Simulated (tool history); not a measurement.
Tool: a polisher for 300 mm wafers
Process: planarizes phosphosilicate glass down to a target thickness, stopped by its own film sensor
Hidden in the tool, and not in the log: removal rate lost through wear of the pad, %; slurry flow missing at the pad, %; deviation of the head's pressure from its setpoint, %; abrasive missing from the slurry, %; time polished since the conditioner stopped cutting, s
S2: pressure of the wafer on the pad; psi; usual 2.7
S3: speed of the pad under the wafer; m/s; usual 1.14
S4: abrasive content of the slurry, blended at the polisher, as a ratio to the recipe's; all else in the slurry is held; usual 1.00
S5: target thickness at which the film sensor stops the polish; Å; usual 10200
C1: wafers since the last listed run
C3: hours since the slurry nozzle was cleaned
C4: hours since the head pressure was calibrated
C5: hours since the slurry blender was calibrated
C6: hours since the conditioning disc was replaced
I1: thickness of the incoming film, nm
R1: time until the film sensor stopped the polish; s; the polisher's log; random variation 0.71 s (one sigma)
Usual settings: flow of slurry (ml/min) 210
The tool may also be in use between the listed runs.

Run 1, day 0.000: usual settings but S5 10700 Å; C1 0; wafers polished on this pad 981; C3 138.8; C4 371.4; C5 178.4; C6 280.5; I1 1626.9. Result: R1 64.7 s.
At day 1.658: conditioning disc replaced and pad reconditioned.
Run 2, day 2.233: usual settings but S5 10700 Å; C1 556; wafers polished on this pad 1537; C3 192.4; C4 425.0; C5 232.0; C6 13.8; I1 1615.3. Result: R1 64.6 s.
At day 4.850: slurry blender recalibrated.
At day 6.225: worn pad replaced by a new one.
Run 3, day 8.854: usual settings; C1 1649; wafers polished on this pad 680; C3 351.3; C4 583.9; C5 96.1; C6 172.7; I1 1603.7. Result: R1 68.1 s.
Run 4, day 10.146: usual settings; C1 334; wafers polished on this pad 1015; C3 382.3; C4 614.9; C5 127.1; C6 203.7; I1 1616.9. Result: R1 69.7 s.
Run 5, day 13.417: usual settings; C1 846; wafers polished on this pad 1861; C3 460.8; C4 693.4; C5 205.6; C6 282.2; I1 1617.3. Result: R1 73.6 s.
At day 14.554: conditioning disc replaced and pad reconditioned.
Run 6, day 14.575: usual settings; C1 278; wafers polished on this pad 2140; C3 488.6; C4 721.2; C5 233.4; C6 0.5; I1 1591.6. Result: R1 69.1 s.
At day 15.921: slurry nozzle cleaned.
At day 17.029: worn pad replaced by a new one.
Run 7, day 17.050: usual settings but flow of slurry (ml/min) 190; C1 586; wafers polished on this pad 5; C3 27.1; C4 780.6; C5 292.8; C6 59.9; I1 1572.7. Result: R1 61.1 s.
At day 18.317: slurry blender recalibrated.
Run 8, day 18.392: usual settings but S3 1.42 m/s; C1 325; wafers polished on this pad 330; C3 59.3; C4 812.8; C5 1.8; C6 92.1; I1 1574.7. Result: R1 52.8 s.
Run 9, day 20.788: usual settings but S3 1.42 m/s; C1 620; wafers polished on this pad 950; C3 116.8; C4 870.3; C5 59.3; C6 149.6; I1 1599.1. Result: R1 56.2 s.
Run 10, day 22.583: usual settings but S3 1.42 m/s; C1 464; wafers polished on this pad 1415; C3 159.9; C4 913.4; C5 102.4; C6 192.7; I1 1591.2. Result: R1 57.3 s.
Run 11, day 23.608: usual settings but flow of slurry (ml/min) 250, S3 0.96 m/s, S5 8700 Å; C1 265; wafers polished on this pad 1681; C3 184.5; C4 938.0; C5 127.0; C6 217.3; I1 1613.1. Result: R1 93.3 s.
At day 25.092: conditioning disc replaced and pad reconditioned.
Run 12, day 26.004: usual settings but S4 0.85; C1 598; wafers polished on this pad 2279; C3 242.0; C4 995.5; C5 184.5; C6 21.9; I1 1581.0. Result: R1 72.0 s.
Run 13, day 27.933: usual settings but S3 1.42 m/s; C1 499; wafers polished on this pad 2779; C3 288.3; C4 1041.8; C5 230.8; C6 68.2; I1 1601.4. Result: R1 61.3 s.
At day 28.946: worn pad replaced by a new one.
At day 29.871: slurry blender recalibrated.
Run 14, day 30.204: usual settings but S3 0.78 m/s; C1 523; wafers polished on this pad 304; C3 342.8; C4 1096.3; C5 8.0; C6 122.7; I1 1583.7. Result: R1 82.8 s.
Run 15, day 32.583: usual settings; C1 615; wafers polished on this pad 920; C3 399.9; C4 1153.4; C5 65.1; C6 179.8; I1 1647.2. Result: R1 72.6 s.
At day 34.554: slurry nozzle cleaned.
Run 16, day 35.233: usual settings but flow of slurry (ml/min) 180, S2 3.5 psi; C1 675; wafers polished on this pad 1595; C3 16.3; C4 1217.0; C5 128.7; C6 243.4; I1 1593.3. Result: R1 50.2 s.
At day 36.029: conditioning disc replaced and pad reconditioned.
At day 38.042: head pressure recalibrated.
At day 39.121: worn pad replaced by a new one.
Run 17, day 40.208: usual settings but S3 1.24 m/s, S4 0.85, S5 9430 Å; C1 1201; wafers polished on this pad 281; C3 135.7; C4 52.0; C5 248.1; C6 100.3; I1 1584.7. Result: R1 74.2 s.
At day 42.104: slurry blender recalibrated.
Run 18, day 42.146: usual settings but S2 3.2 psi; C1 479; wafers polished on this pad 761; C3 182.2; C4 98.5; C5 1.0; C6 146.8; I1 1605.9. Result: R1 58.0 s.
Run 19, day 43.400: usual settings but S2 2.3 psi, S4 1.10, S5 8250 Å; C1 324; wafers polished on this pad 1086; C3 212.3; C4 128.6; C5 31.1; C6 176.9; I1 1598.0. Result: R1 100.7 s.
Run 20, day 45.842: usual settings but flow of slurry (ml/min) 275, S2 3.6 psi, S4 0.90; C1 632; wafers polished on this pad 1718; C3 270.9; C4 187.2; C5 89.7; C6 235.5; I1 1614.6. Result: R1 53.8 s.
At day 49.067: conditioning disc replaced and pad reconditioned.
At day 49.183: worn pad replaced by a new one.
Run 21, day 52.154: usual settings but S2 2.3 psi; C1 1582; wafers polished on this pad 769; C3 422.4; C4 338.7; C5 241.2; C6 74.1; I1 1598.9. Result: R1 78.8 s.

Forecast each of these 3 alternatives for the next run:
Run A, day 52.171: usual settings; C1 4; wafers polished on this pad 773; C3 422.8; C4 339.1; C5 241.6; C6 74.5; I1 1603.8. Result: R1 ?.
Run B, day 52.171: usual settings but S2 3.4 psi, S5 11260 Å; C1 4; wafers polished on this pad 773; C3 422.8; C4 339.1; C5 241.6; C6 74.5; I1 1603.8. Result: R1 ?.
Run C, day 52.171: usual settings but S3 1.52 m/s, S5 9470 Å; C1 4; wafers polished on this pad 773; C3 422.8; C4 339.1; C5 241.6; C6 74.5; I1 1603.8. Result: R1 ?.

run    R1
  A  68.0
  B  44.2
  C  62.6
Without the tool's hidden state the same runs would have given:
run    R1
  A  62.0
  B  40.3
  C  57.1
